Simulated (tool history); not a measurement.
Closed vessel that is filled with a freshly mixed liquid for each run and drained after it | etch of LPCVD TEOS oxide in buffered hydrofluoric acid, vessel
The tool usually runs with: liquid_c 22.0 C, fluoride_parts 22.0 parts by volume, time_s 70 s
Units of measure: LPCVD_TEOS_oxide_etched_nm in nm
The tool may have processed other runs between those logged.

run	day	liquid_c	fluoride_parts	time_s	read-back film thickness of the LPCVD TEOS oxide reference wafer, read on the same gauge (nm)	LPCVD_TEOS_oxide_etched_nm
1	0.000	22.0	22.0	70	80.00	51.53
2	1.979	22.0	22.0	70	79.98	51.31
3	3.746	18.5	22.0	70	79.98	42.85
4	7.362	18.5	22.0	70	79.98	43.17
5	9.575	22.0	22.0	70	80.02	52.30
6	12.708	18.0	22.0	85	80.03	50.58
7	14.817	22.0	16.5	70	80.01	67.30
8	17.592	22.0	16.5	70	79.99	67.23
9	19.704	22.0	16.5	70	80.02	66.72
10	22.654	26.0	22.0	70	79.98	64.85
11	26.217	22.0	22.0	70	80.03	52.47
12	28.883	22.0	22.0	70	79.99	51.97
13	31.192	26.0	30.0	90	80.03	67.04
14	34.112	22.0	22.0	100	79.99	73.88
15	36.400	22.0	22.0	70	80.01	52.01
16	37.912	22.0	30.0	70	80.00	41.92
17	40.342	26.0	30.0	90	79.99	66.75
18	44.754	19.0	26.5	95	80.02	52.76
19	46.471	22.0	22.0	35	80.01	25.77
20	48.142	26.0	19.0	55	80.01	57.04
21	50.142	22.0	28.0	50	80.03	31.25
22	53.171	22.0	22.0	70	79.98	52.43
23	55.829	22.0	14.0	100	80.03	111.31
24	60.117	22.0	27.0	70	79.99	44.89
25	62.192	19.0	22.0	100	80.01	62.24
26	64.958	17.5	22.0	45	79.98	25.90
27	67.121	22.0	16.0	70	80.01	68.55
28	70.017	22.0	25.0	100	79.99	68.03
29	83.017	22.0	17.0	100	80.00	93.58
30	85.996	27.0	15.5	70	80.03	93.59
31	88.767	22.0	22.0	40	79.99	30.03
32	90.692	22.0	16.5	70	79.97	66.86
33	93.958	24.5	26.5	85	79.98	63.56
34	97.521	17.5	14.0	70	80.00	61.06

Missing from the log above: 4 entries noted between runs. For each, name the pair of listed runs it sits between and say how the tool's hidden condition differs from the listed run just before to the listed run just after:
Between runs 7 and 8: thermometer replaced (day 16.221)
  no hidden state differs between the two runs
Between runs 10 and 11: hydrofluoric acid flow meter replaced (day 26.083)
  no hidden state differs between the two runs
Between runs 19 and 20: gauge calibrated (day 47.154)
  no hidden state differs between the two runs
Between runs 31 and 32: hydrofluoric acid flow meter replaced (day 89.817)
  no hidden state differs between the two runs
